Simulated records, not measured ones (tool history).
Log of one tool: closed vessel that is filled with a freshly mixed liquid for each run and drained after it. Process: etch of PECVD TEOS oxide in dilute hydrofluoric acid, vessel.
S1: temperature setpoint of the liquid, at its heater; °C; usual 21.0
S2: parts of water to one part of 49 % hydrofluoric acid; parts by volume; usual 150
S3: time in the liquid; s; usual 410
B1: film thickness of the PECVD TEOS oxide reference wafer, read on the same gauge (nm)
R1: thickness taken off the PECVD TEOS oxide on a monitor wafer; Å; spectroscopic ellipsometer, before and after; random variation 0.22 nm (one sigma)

| run | hour | S1 | S2 | S3 | B1 | R1 |
|---|---|---|---|---|---|---|
| 1 | 0.0 | 19.0 | 150 | 410 | 50.00 | 295.4 |
| 2 | 98.8 | 19.0 | 150 | 410 | 50.01 | 294.6 |
| 3 | 192.0 | 19.0 | 150 | 410 | 49.99 | 292.6 |
| 4 | 298.1 | 21.0 | 150 | 410 | 50.02 | 318.1 |
| 5 | 384.1 | 21.0 | 150 | 410 | 50.03 | 321.8 |
| 6 | 460.4 | 21.0 | 150 | 410 | 50.01 | 319.6 |
|  | 531.2 | gauge calibrated |
| 7 | 544.0 | 21.0 | 150 | 410 | 49.99 | 322.5 |
|  | 594.5 | hydrofluoric acid flow meter replaced |
| 8 | 632.6 | 21.0 | 150 | 410 | 50.00 | 321.8 |
|  | 708.1 | thermometer replaced |
| 9 | 714.8 | 21.0 | 195 | 200 | 50.01 | 114.2 |
| 10 | 815.4 | 24.0 | 200 | 250 | 49.99 | 154.8 |
| 11 | 855.6 | 17.5 | 120 | 250 | 49.98 | 219.4 |
| 12 | 921.6 | 24.0 | 225 | 595 | 50.01 | 324.3 |
| 13 | 966.0 | 21.0 | 215 | 410 | 50.01 | 210.3 |
| 14 | 1052.5 | 21.0 | 150 | 410 | 50.00 | 320.4 |
| 15 | 1122.4 | 21.0 | 150 | 410 | 50.01 | 322.3 |
| 16 | 1223.7 | 19.5 | 205 | 565 | 50.02 | 289.0 |
|  | 1292.6 | gauge calibrated |
| 17 | 1331.0 | 21.0 | 180 | 255 | 50.01 | 160.7 |

The tool's hidden state at each run:
liquid colder than its thermometer reads (K): 0 in every run
hydrofluoric acid flow below the setpoint (%): 0 in every run
gauge reads high (%): 0 in every run
